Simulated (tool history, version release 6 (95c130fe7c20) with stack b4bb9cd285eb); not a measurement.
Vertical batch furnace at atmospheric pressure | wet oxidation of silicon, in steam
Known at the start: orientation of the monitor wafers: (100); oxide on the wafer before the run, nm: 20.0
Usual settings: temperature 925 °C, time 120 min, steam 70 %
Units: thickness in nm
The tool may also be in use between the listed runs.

run    hour  temperature   time  steam  wafers since the last listed run  hours since the last temperature calibration  hours since the steam generator was serviced  hours since the gauge calibration  read-back reference wafer on the same gauge, thickness  thickness
  1       0          925    120     70                                 0                                        1304.6                                         520.5                             1143.8                                                  305.97     295.66
  2    79.1          925    120     70                               764                                        1383.7                                         599.6                             1222.9                                                  306.49     295.37
  3   136.1          925    120     70                               550                                        1440.7                                         656.6                             1279.9                                                  306.05     295.28
  4   213.5          925    120     70                               747                                        1518.1                                           734                             1357.3                                                  306.02     295.81
  5     297          925    120     70                               806                                        1601.6                                         817.5                             1440.8                                                  305.79     295.64
  6   360.5          925    120     70                               613                                        1665.1                                           881                             1504.3                                                  305.84     296.29
  7   406.9          925    120     70                               448                                        1711.5                                         927.4                             1550.7                                                  306.07     294.53
  8   514.8          925    120     70                              1042                                        1819.4                                        1035.3                             1658.6                                                  305.93     297.28
  9   573.1          925    120     70                               563                                        1877.7                                        1093.6                             1716.9                                                  306.48     295.82
 10   671.6          925    120     70                               951                                        1976.2                                        1192.1                             1815.4                                                  305.95     295.84
 11   721.8          925    120     70                               484                                        2026.4                                        1242.3                             1865.6                                                  306.09     294.66
 12   831.6          918    120     70                              1060                                        2136.2                                        1352.1                             1975.4                                                  306.03     277.82
 13   898.4          925    120     70                               645                                          2203                                        1418.9                             2042.2                                                  306.01     297.35
 14   945.1          925    120     70                               451                                        2249.7                                        1465.6                             2088.9                                                  306.26     296.91
 15  1149.5          925    120     70                              1974                                        2454.1                                          1670                             2293.3                                                  305.91     295.72
     1209.7  -- gauge calibrated
 16  1254.7          914    120     79                              1016                                        2559.3                                        1775.2                                 45                                                  305.66     292.25
 17  1333.8          925    120     70                               764                                        2638.4                                        1854.3                              124.1                                                  305.92     297.38
 18  1380.4          925    120     59                               450                                          2685                                        1900.9                              170.7                                                   305.9     261.08
 19  1447.7          925    120     70                               650                                        2752.3                                        1968.2                                238                                                  306.13     294.99
 20  1503.5          925    120     82                               538                                        2808.1                                          2024                              293.8                                                  305.69     335.68
 21  1611.1          936    171     80                              1039                                        2915.7                                        2131.6                              401.4                                                   306.2     467.67
 22  1657.4          925    120     82                               447                                          2962                                        2177.9                              447.7                                                   305.9      333.3
     1709.6  -- thermocouples replaced and temperature profile calibrated
 23  1710.1          925    120     70                               277                                           0.5                                        2230.6                              500.4                                                  305.86     295.13
     1769.3  -- steam generator serviced
 24    1847          918    120     78                              1090                                         137.4                                          77.7                              637.3                                                  305.87     302.18
 25  1884.4          925     61     70                               361                                         174.8                                         115.1                              674.7                                                  306.04     175.55
 26  1974.3          914    120     79                               868                                         264.7                                           205                              764.6                                                  306.18     291.85
 27  2056.5          943    120     70                               793                                         346.9                                         287.2                              846.8                                                  306.16     348.83
 28  2139.2          925  156.5     65                               798                                         429.6                                         369.9                              929.5                                                  306.08     341.84
 29  2190.5          925    120     66                               495                                         480.9                                         421.2                              980.8                                                  306.33     283.74
 30  2229.7          925    120     70                               378                                         520.1                                         460.4                               1020                                                  306.08     296.28
 31    2330          916    120     61                               968                                         620.4                                         560.7                             1120.3                                                  306.25     245.79
 32    2414          901    120     70                               811                                         704.4                                         644.7                             1204.3                                                  305.87     230.97

The tool's hidden state at each run:
true tube temperature minus thermocouple reading, K: 0 in every run
steam share off its setpoint, % of the setpoint: 0 in every run
gauge reads high (%): 0 in every run
